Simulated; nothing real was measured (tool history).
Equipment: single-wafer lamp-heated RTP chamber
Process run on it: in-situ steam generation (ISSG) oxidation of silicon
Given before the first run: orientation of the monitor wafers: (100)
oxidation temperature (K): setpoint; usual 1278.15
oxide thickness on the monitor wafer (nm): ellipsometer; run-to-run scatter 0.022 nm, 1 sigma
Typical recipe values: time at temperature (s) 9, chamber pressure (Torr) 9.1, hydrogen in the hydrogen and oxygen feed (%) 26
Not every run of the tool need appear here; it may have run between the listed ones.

run     day  oxidation temperature (K)  time at temperature (s)  chamber pressure (Torr)  hydrogen in the hydrogen and oxygen feed (%)  read-back reference wafer on the same gauge, thickness  oxide thickness on the monitor wafer (nm)
  1   0.000                    1278.15                        9                      9.1                                            26                                                   3.561                                      4.125
  2   4.100                    1278.15                        9                      9.1                                            26                                                   3.554                                      4.191
  3   5.408                    1278.15                        9                      9.1                                            26                                                   3.555                                      4.184
  4  13.492                    1271.15                        9                      9.1                                            26                                                   3.568                                      4.121
  5  14.562                    1271.15                        9                      9.1                                            26                                                   3.566                                      4.109
  6  16.825                    1278.15                        9                      9.1                                            26                                                   3.561                                      4.272
     17.692  -- pyrometer window cleaned and pyrometer calibrated
  7  21.962                    1278.15                        9                      9.1                                            26                                                   3.556                                      4.118
     22.938  -- gauge calibrated
  8  23.800                    1278.15                        9                      9.1                                            26                                                   3.565                                      4.163
  9  26.050                    1278.15                        9                      9.1                                            26                                                   3.562                                      4.197
     27.083  -- pressure gauge zeroed
 10  28.250                    1274.15                        6                      9.1                                            26                                                   3.565                                      3.522
 11  30.188                    1274.15                        6                      9.1                                            26                                                   3.566                                      3.493
 12  31.396                    1274.15                        6                      9.1                                            26                                                   3.559                                      3.537
     33.146  -- pyrometer window cleaned and pyrometer calibrated
 13  33.167                    1278.15                        8                      9.1                                            26                                                   3.562                                      3.943
 14  35.429                    1278.15                        8                      9.1                                            26                                                   3.562                                      3.930
 15  36.838                    1291.15                        9                      9.7                                            26                                                   3.566                                      4.278
 16  38.533                    1278.15                        6                      9.1                                            26                                                   3.564                                      3.542
 17  39.600                    1278.15                        9                      9.1                                            26                                                   3.563                                      4.183
 18  41.279                    1278.15                        9                      9.1                                            26                                                   3.551                                      4.173
 19  43.979                    1270.15                        9                      8.4                                            26                                                   3.558                                      4.135
     45.033  -- hydrogen flow controller replaced
 20  45.471                    1278.15                        9                      9.1                                            26                                                   3.559                                      4.202
     48.562  -- pyrometer window cleaned and pyrometer calibrated
 21  52.067                    1268.15                       13                      8.3                                            22                                                   3.559                                      4.558
 22  53.983                    1278.15                        9                      9.1                                            26                                                   3.568                                      4.163
 23  55.229                    1278.15                        6                      7.8                                            26                                                   3.560                                      3.611
 24  56.362                    1278.15                        9                      9.1                                            26                                                   3.555                                      4.175
 25  58.833                    1278.15                        9                      8.4                                            21                                                   3.563                                      4.019

Forecast run 26:
 26  61.283                    1278.15                       11                      7.8                                            32                                                       ?                                          ?

Run 26 measured read-back reference wafer on the same gauge, thickness 3.556, oxide thickness on the monitor wafer (nm) 4.962.
Were there no unlogged condition in the tool, this run, its random variation unchanged, would have produced oxide thickness on the monitor wafer (nm) 4.843.

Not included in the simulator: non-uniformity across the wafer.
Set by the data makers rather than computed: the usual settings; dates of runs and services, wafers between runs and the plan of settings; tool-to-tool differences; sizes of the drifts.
